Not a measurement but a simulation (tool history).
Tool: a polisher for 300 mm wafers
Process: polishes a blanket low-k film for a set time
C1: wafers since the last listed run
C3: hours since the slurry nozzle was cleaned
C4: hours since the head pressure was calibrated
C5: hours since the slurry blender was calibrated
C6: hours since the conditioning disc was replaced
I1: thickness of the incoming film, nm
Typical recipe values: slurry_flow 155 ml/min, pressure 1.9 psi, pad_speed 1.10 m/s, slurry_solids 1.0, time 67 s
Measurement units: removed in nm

Run 1, hour 0.0: usual settings but pad_speed 0.98 m/s; C1 0; wafers polished on this pad 2136; C3 29.5; C4 597.6; C5 111.0; C6 134.8; I1 635.9. Result: removed 28.0 nm.
Run 2, hour 49.6: usual settings but pad_speed 0.98 m/s; C1 341; wafers polished on this pad 2478; C3 79.1; C4 647.2; C5 160.6; C6 184.4; I1 630.1. Result: removed 28.2 nm.
At hour 81.4: head pressure recalibrated.
Run 3, hour 104.4: usual settings but slurry_flow 115 ml/min; C1 364; wafers polished on this pad 2842; C3 133.9; C4 23.0; C5 215.4; C6 239.2; I1 637.0. Result: removed 27.7 nm.
At hour 111.3: worn pad replaced by a new one.
Run 4, hour 132.9: usual settings but slurry_flow 115 ml/min; C1 168; wafers polished on this pad 148; C3 162.4; C4 51.5; C5 243.9; C6 267.7; I1 620.7. Result: removed 27.4 nm.
Run 5, hour 184.6: usual settings; C1 356; wafers polished on this pad 505; C3 214.1; C4 103.2; C5 295.6; C6 319.4; I1 620.4. Result: removed 27.5 nm.
Run 6, hour 218.6: usual settings; C1 234; wafers polished on this pad 739; C3 248.1; C4 137.2; C5 329.6; C6 353.4; I1 630.1. Result: removed 28.0 nm.
At hour 221.2: conditioning disc replaced and pad reconditioned.
Run 7, hour 244.5: usual settings; C1 164; wafers polished on this pad 904; C3 274.0; C4 163.1; C5 355.5; C6 23.3; I1 625.9. Result: removed 27.7 nm.
At hour 304.0: slurry blender recalibrated.
Run 8, hour 309.2: usual settings; C1 432; wafers polished on this pad 1336; C3 338.7; C4 227.8; C5 5.2; C6 88.0; I1 628.8. Result: removed 30.1 nm.
Run 9, hour 376.7: usual settings but pressure 2.4 psi, time 84 s; C1 465; wafers polished on this pad 1802; C3 406.2; C4 295.3; C5 72.7; C6 155.5; I1 628.2. Result: removed 47.3 nm.
At hour 403.7: slurry nozzle cleaned.
Run 10, hour 412.1: usual settings; C1 237; wafers polished on this pad 2039; C3 8.4; C4 330.7; C5 108.1; C6 190.9; I1 635.3. Result: removed 30.0 nm.
Run 11, hour 449.6: usual settings; C1 258; wafers polished on this pad 2297; C3 45.9; C4 368.2; C5 145.6; C6 228.4; I1 627.7. Result: removed 29.2 nm.
At hour 526.7: worn pad replaced by a new one.
At hour 635.0: conditioning disc replaced and pad reconditioned.
At hour 647.6: slurry blender recalibrated.
Run 12, hour 656.3: usual settings; C1 1369; wafers polished on this pad 866; C3 252.6; C4 574.9; C5 8.7; C6 21.3; I1 633.5. Result: removed 30.5 nm.
Run 13, hour 699.5: usual settings but time 75 s; C1 297; wafers polished on this pad 1164; C3 295.8; C4 618.1; C5 51.9; C6 64.5; I1 628.8. Result: removed 34.2 nm.
Run 14, hour 726.9: usual settings; C1 188; wafers polished on this pad 1353; C3 323.2; C4 645.5; C5 79.3; C6 91.9; I1 626.4. Result: removed 30.4 nm.
At hour 772.0: head pressure recalibrated.
Run 15, hour 775.0: usual settings but slurry_flow 180 ml/min, time 86 s; C1 317; wafers polished on this pad 1670; C3 371.3; C4 3.0; C5 127.4; C6 140.0; I1 628.5. Result: removed 39.2 nm.
Run 16, hour 800.3: usual settings but time 45 s; C1 174; wafers polished on this pad 1845; C3 396.6; C4 28.3; C5 152.7; C6 165.3; I1 628.8. Result: removed 19.7 nm.

What will run 17 give?
At hour 855.2: slurry nozzle cleaned.
At hour 910.7: worn pad replaced by a new one.
Run 17, hour 973.4: usual settings but pad_speed 1.34 m/s, slurry_solids 0.7; C1 1159; wafers polished on this pad 432; C3 118.2; C4 201.4; C5 325.8; C6 338.4; I1 633.0. Result: removed ?.

{"run 17": {"removed": 27.5}}
Had the tool carried no hidden state, the very same run would have given removed 30.6 nm.
